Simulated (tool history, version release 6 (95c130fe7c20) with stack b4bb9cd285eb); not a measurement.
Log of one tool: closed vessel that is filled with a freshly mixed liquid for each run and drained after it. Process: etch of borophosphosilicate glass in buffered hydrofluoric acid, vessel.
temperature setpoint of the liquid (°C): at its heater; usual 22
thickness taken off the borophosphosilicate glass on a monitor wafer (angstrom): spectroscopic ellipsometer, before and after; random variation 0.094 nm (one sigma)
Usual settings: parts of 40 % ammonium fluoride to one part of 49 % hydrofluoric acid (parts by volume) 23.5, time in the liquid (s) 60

run	hour	temperature setpoint of the liquid (°C)	parts of 40 % ammonium fluoride to one part of 49 % hydrofluoric acid (parts by volume)	time in the liquid (s)	read-back film thickness of the borophosphosilicate glass reference wafer, read on the same gauge (nm)	thickness taken off the borophosphosilicate glass on a monitor wafer (angstrom)
1	0	22	23.5	60	140.01	364.8
2	13.6	22	23.5	60	139.99	365.4
3	24.5	22	23.5	60	140.01	363.7
4	38.1	22	23.5	60	140.02	364.7
5	46	22	23.5	60	140.03	364.2
# hour 55: gauge calibrated
6	57.1	22	23.5	60	139.97	363
7	65.9	22	23.5	60	139.99	363.9
8	73.7	22	23.5	60	139.99	364.1
9	83.4	22	23.5	60	139.97	363.6
# hour 88.9: thermometer replaced
10	94.1	22	28	60	140	307.4
11	108.6	25.5	30	45	139.99	262.3
# hour 119.1: hydrofluoric acid flow meter replaced
12	120.8	18	23.5	60	140	303.4
13	135.4	18	23.5	60	140	302.3
14	147.5	22	17	60	139.99	492.7
15	154.8	20	19.5	30	139.99	192.7
16	162.1	18.5	17.5	80	140.03	526.5

Forecast each of these 3 alternatives for the next run:
A	162.8	22	23.5	35	?	?
B	162.8	24	23.5	60	?	?
C	162.8	20	23.5	60	?	?

run	read-back film thickness of the borophosphosilicate glass reference wafer, read on the same gauge (nm)	thickness taken off the borophosphosilicate glass on a monitor wafer (angstrom)
A	139.98	220.7
B	139.98	422
C	139.98	338.7
Without the tool's hidden state the same runs would have given:
run	thickness taken off the borophosphosilicate glass on a monitor wafer (angstrom)
A	221.5
B	423.5
C	339.9
